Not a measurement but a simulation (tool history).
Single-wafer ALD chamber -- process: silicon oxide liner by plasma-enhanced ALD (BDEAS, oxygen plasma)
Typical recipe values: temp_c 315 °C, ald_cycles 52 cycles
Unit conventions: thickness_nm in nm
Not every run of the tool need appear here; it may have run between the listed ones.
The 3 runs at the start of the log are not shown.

| run | hour | temp_c | ald_cycles | read-back reference wafer on the same gauge, thickness_nm | thickness_nm |
|---|---|---|---|---|---|
| 4 | 178.5 | 315 | 52 | 5.064 | 5.052 |
| 5 | 234.6 | 315 | 52 | 5.059 | 5.061 |
| 6 | 380.2 | 315 | 49 | 5.059 | 4.762 |
| 7 | 423.6 | 315 | 52 | 5.055 | 5.048 |
| 8 | 455.4 | 315 | 52 | 5.060 | 5.051 |
| 9 | 523.0 | 315 | 52 | 5.054 | 5.047 |
| 10 | 578.8 | 315 | 52 | 5.064 | 5.051 |
| 11 | 619.0 | 315 | 52 | 5.055 | 5.042 |
| 12 | 663.6 | 315 | 52 | 5.052 | 5.038 |
| 13 | 709.7 | 315 | 52 | 5.063 | 5.052 |
| 14 | 744.0 | 315 | 52 | 5.061 | 5.033 |
| 15 | 768.8 | 315 | 59 | 5.065 | 5.728 |
| 16 | 817.1 | 307 | 52 | 5.057 | 5.100 |
| 17 | 866.7 | 307 | 52 | 5.061 | 5.099 |
| 18 | 913.9 | 307 | 52 | 5.069 | 5.103 |
| 19 | 957.9 | 315 | 46 | 5.065 | 4.466 |
| 20 | 996.0 | 319 | 52 | 5.056 | 5.039 |
|  | 1009.8 | gauge calibrated |
| 21 | 1037.5 | 315 | 52 | 5.060 | 5.036 |
| 22 | 1073.1 | 307 | 49 | 5.057 | 4.785 |
|  | 1095.7 | thermocouple changed; heater temperature recalibrated |
| 23 | 1125.4 | 315 | 59 | 5.062 | 5.744 |
| 24 | 1176.2 | 315 | 52 | 5.067 | 5.040 |

Run 25, settings as shown, results not yet in. Your forecast:
| 25 | 1242.3 | 322 | 48 | ? | ? |

Run 25 produced read-back reference wafer on the same gauge, thickness_nm 5.063, thickness_nm 4.625 nm.
Take away the tool's hidden state, keep the run-to-run variation as it was, and the same run would have given thickness_nm 4.625 nm.
